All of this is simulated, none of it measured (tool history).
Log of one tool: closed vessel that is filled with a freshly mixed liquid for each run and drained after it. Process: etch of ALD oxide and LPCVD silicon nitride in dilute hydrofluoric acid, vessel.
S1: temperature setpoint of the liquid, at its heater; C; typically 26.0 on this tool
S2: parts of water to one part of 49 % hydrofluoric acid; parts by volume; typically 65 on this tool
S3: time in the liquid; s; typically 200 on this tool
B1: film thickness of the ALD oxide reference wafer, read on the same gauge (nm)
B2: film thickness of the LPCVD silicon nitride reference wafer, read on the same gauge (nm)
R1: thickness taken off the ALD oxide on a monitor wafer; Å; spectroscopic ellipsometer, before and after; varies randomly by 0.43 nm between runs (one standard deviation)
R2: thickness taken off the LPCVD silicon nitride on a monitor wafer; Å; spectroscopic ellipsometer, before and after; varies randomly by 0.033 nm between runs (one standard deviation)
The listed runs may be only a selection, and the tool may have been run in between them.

{"run": 1, "hour": 0.0, "S1": 26.0, "S2": 65, "S3": 275, "B1": 110.0, "B2": 119.996, "R1": 772.9, "R2": 27.37}
{"run": 2, "hour": 28.9, "S1": 26.0, "S2": 65, "S3": 200, "B1": 110.0, "B2": 120.018, "R1": 559.3, "R2": 19.65}
{"run": 3, "hour": 57.9, "S1": 26.0, "S2": 65, "S3": 200, "B1": 109.99, "B2": 119.994, "R1": 568.4, "R2": 20.04}
{"run": 4, "hour": 90.7, "S1": 26.0, "S2": 65, "S3": 200, "B1": 110.0, "B2": 120.015, "R1": 567.1, "R2": 20.98}
{"run": 5, "hour": 139.5, "S1": 26.0, "S2": 80, "S3": 155, "B1": 110.01, "B2": 119.961, "R1": 349.1, "R2": 12.98}
{"run": 6, "hour": 158.0, "S1": 26.0, "S2": 80, "S3": 155, "B1": 110.0, "B2": 120.007, "R1": 343.9, "R2": 13.09}
{"run": 7, "hour": 193.7, "S1": 26.0, "S2": 65, "S3": 200, "B1": 110.0, "B2": 119.994, "R1": 571.1, "R2": 20.69}
{"run": 8, "hour": 227.1, "S1": 26.0, "S2": 75, "S3": 200, "B1": 110.01, "B2": 120.009, "R1": 484.1, "R2": 17.59}
{"hour": 236.7, "done": "hydrofluoric acid flow meter replaced"}
{"hour": 237.2, "done": "thermometer replaced"}
{"run": 9, "hour": 239.4, "S1": 21.0, "S2": 65, "S3": 200, "B1": 109.98, "B2": 120.019, "R1": 423.5, "R2": 13.04}
{"run": 10, "hour": 265.9, "S1": 30.0, "S2": 65, "S3": 200, "B1": 110.0, "B2": 120.009, "R1": 603.3, "R2": 23.27}
{"run": 11, "hour": 299.3, "S1": 29.5, "S2": 55, "S3": 90, "B1": 110.01, "B2": 120.015, "R1": 324.8, "R2": 11.7}
{"run": 12, "hour": 314.0, "S1": 29.0, "S2": 90, "S3": 120, "B1": 109.98, "B2": 119.985, "R1": 248.7, "R2": 9.82}
{"run": 13, "hour": 339.4, "S1": 31.0, "S2": 80, "S3": 150, "B1": 110.0, "B2": 119.979, "R1": 384.6, "R2": 15.42}
{"run": 14, "hour": 352.6, "S1": 26.0, "S2": 65, "S3": 200, "B1": 110.0, "B2": 120.015, "R1": 525.4, "R2": 18.44}
{"run": 15, "hour": 379.2, "S1": 30.0, "S2": 65, "S3": 200, "B1": 109.99, "B2": 119.989, "R1": 616.5, "R2": 23.02}
{"run": 16, "hour": 394.0, "S1": 26.0, "S2": 65, "S3": 200, "B1": 109.99, "B2": 120.045, "R1": 526.1, "R2": 18.52}
{"run": 17, "hour": 429.4, "S1": 26.0, "S2": 65, "S3": 200, "B1": 110.0, "B2": 119.989, "R1": 522.7, "R2": 17.5}
{"hour": 431.8, "done": "gauge calibrated"}
{"run": 18, "hour": 461.8, "S1": 26.0, "S2": 65, "S3": 200, "B1": 110.0, "B2": 119.996, "R1": 527.7, "R2": 18.61}
{"run": 19, "hour": 486.2, "S1": 27.5, "S2": 65, "S3": 145, "B1": 110.0, "B2": 119.988, "R1": 403.4, "R2": 14.72}
{"run": 20, "hour": 503.1, "S1": 31.0, "S2": 65, "S3": 120, "B1": 110.0, "B2": 120.025, "R1": 381.8, "R2": 14.98}
{"run": 21, "hour": 534.4, "S1": 26.0, "S2": 45, "S3": 130, "B1": 109.99, "B2": 119.984, "R1": 514.3, "R2": 17.43}
{"run": 22, "hour": 564.7, "S1": 26.0, "S2": 35, "S3": 200, "B1": 109.99, "B2": 120.033, "R1": 1007.7, "R2": 33.49}
{"run": 23, "hour": 599.8, "S1": 30.0, "S2": 50, "S3": 200, "B1": 110.02, "B2": 119.987, "R1": 813.9, "R2": 31.65}
{"run": 24, "hour": 657.7, "S1": 26.0, "S2": 65, "S3": 200, "B1": 110.01, "B2": 120.006, "R1": 531.2, "R2": 18.86}
{"run": 25, "hour": 692.7, "S1": 26.0, "S2": 90, "S3": 200, "B1": 109.99, "B2": 120.007, "R1": 379.3, "R2": 13.72}

Alternative continuations, all from the tool just after run 25; predict every row:
{"run": "A", "hour": 693.4, "S1": 26.0, "S2": 65, "S3": 245, "B1": "?", "B2": "?", "R1": "?", "R2": "?"}
{"run": "B", "hour": 693.4, "S1": 29.5, "S2": 75, "S3": 90, "B1": "?", "B2": "?", "R1": "?", "R2": "?"}
{"run": "C", "hour": 693.4, "S1": 26.0, "S2": 35, "S3": 280, "B1": "?", "B2": "?", "R1": "?", "R2": "?"}
{"run": "D", "hour": 693.4, "S1": 30.5, "S2": 35, "S3": 170, "B1": "?", "B2": "?", "R1": "?", "R2": "?"}
{"run": "E", "hour": 693.4, "S1": 28.5, "S2": 65, "S3": 255, "B1": "?", "B2": "?", "R1": "?", "R2": "?"}

run=A B1=110.00 B2=120.000 R1=652.6 R2=22.19
run=B B1=110.00 B2=120.000 R1=234.9 R2=8.87
run=C B1=110.00 B2=120.000 R1=1445.0 R2=46.56
run=D B1=110.00 B2=120.000 R1=1051.3 R2=37.99
run=E B1=110.00 B2=120.000 R1=749.6 R2=27.17
With no hidden state in the tool, these same runs would have given:
run=A R1=639.2 R2=21.44
run=B R1=230.2 R2=8.58
run=C R1=1414.6 R2=44.97
run=D R1=1029.9 R2=36.73
run=E R1=734.5 R2=26.28

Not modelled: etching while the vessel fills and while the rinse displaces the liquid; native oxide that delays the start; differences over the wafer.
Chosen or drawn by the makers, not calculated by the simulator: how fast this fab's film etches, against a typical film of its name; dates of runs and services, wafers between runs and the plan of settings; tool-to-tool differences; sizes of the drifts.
